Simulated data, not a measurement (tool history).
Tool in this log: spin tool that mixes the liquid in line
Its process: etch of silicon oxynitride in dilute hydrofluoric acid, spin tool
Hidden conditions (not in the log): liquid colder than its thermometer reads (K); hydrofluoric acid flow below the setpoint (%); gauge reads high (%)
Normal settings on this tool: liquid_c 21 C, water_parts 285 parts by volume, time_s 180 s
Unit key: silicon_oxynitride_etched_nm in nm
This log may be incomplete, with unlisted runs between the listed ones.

run	hour	liquid_c	water_parts	time_s	wafers since the last listed run	hours since the thermometer was replaced	hours since the hydrofluoric acid flow meter was replaced	hours since the gauge calibration	read-back film thickness of the silicon oxynitride reference wafer, read on the same gauge (nm)	silicon_oxynitride_etched_nm
1	0	21	285	180	0	840.5	1734.5	293.8	59.996	2.135
2	52.2	21	285	180	232	892.7	1786.7	346	60.005	2.138
3	96.6	21	285	180	197	937.1	1831.1	390.4	60.002	2.167
# hour 104.3: thermometer replaced
4	215.9	21	285	180	527	111.6	1950.4	509.7	59.985	2.403
5	276.3	21	285	180	269	172	2010.8	570.1	59.986	2.369
6	304.5	21	285	180	125	200.2	2039	598.3	60.029	2.349
7	367.7	21	285	180	281	263.4	2102.2	661.5	60.018	2.338
8	401	21	175	180	148	296.7	2135.5	694.8	59.988	4.07
# hour 424: gauge calibrated
9	450.1	21	175	180	218	345.8	2184.6	26.1	59.99	3.998
10	521.3	21	285	180	317	417	2255.8	97.3	60.02	2.309
11	553.7	21	285	180	144	449.4	2288.2	129.7	60.006	2.28
12	583.4	21	285	180	132	479.1	2317.9	159.4	59.982	2.238
13	634.6	21	285	180	228	530.3	2369.1	210.6	59.997	2.249
14	670.4	21	420	215	159	566.1	2404.9	246.4	60.002	1.664
# hour 695.1: hydrofluoric acid flow meter replaced
15	714.4	17	195	180	191	610.1	19.3	290.4	59.998	2.782
16	743	25	205	180	127	638.7	47.9	319	59.979	3.905
17	783.9	21	285	240	182	679.6	88.8	359.9	60.021	2.967
18	815.5	23	285	180	140	711.2	120.4	391.5	59.997	2.401
19	850.1	18	235	265	154	745.8	155	426.1	59.996	3.464
# hour 877.6: thermometer replaced
20	914.5	23.5	325	180	282	36.9	219.4	490.5	59.977	2.273
21	940.2	21	375	280	114	62.6	245.1	516.2	60.002	2.722
22	990.2	17	165	210	222	112.6	295.1	566.2	59.984	4.371
23	1057.3	21	285	180	298	179.7	362.2	633.3	59.998	2.394
24	1102.2	18	285	85	200	224.6	407.1	678.2	60.015	0.961
25	1162.9	21	285	180	270	285.3	467.8	738.9	59.978	2.33
26	1201.9	21	285	180	173	324.3	506.8	777.9	60.012	2.334
27	1266	21	385	180	285	388.4	570.9	842	60	1.639

5 ways to go on from here, each from the tool as it stands after run 27. What would each give?
A	1266.5	21	340	180	2	388.9	571.4	842.5	?	?
B	1266.5	19	285	80	2	388.9	571.4	842.5	?	?
C	1266.5	17	385	230	2	388.9	571.4	842.5	?	?
D	1266.5	24	350	220	2	388.9	571.4	842.5	?	?
E	1266.5	21	425	80	2	388.9	571.4	842.5	?	?

run	read-back film thickness of the silicon oxynitride reference wafer, read on the same gauge (nm)	silicon_oxynitride_etched_nm
A	59.956	1.869
B	59.956	0.935
C	59.956	1.724
D	59.956	2.508
E	59.956	0.633
The same runs, with their run-to-run variation unchanged, on a tool lacking any hidden condition would have given:
run	silicon_oxynitride_etched_nm
A	1.973
B	0.99
C	1.823
D	2.642
E	0.667
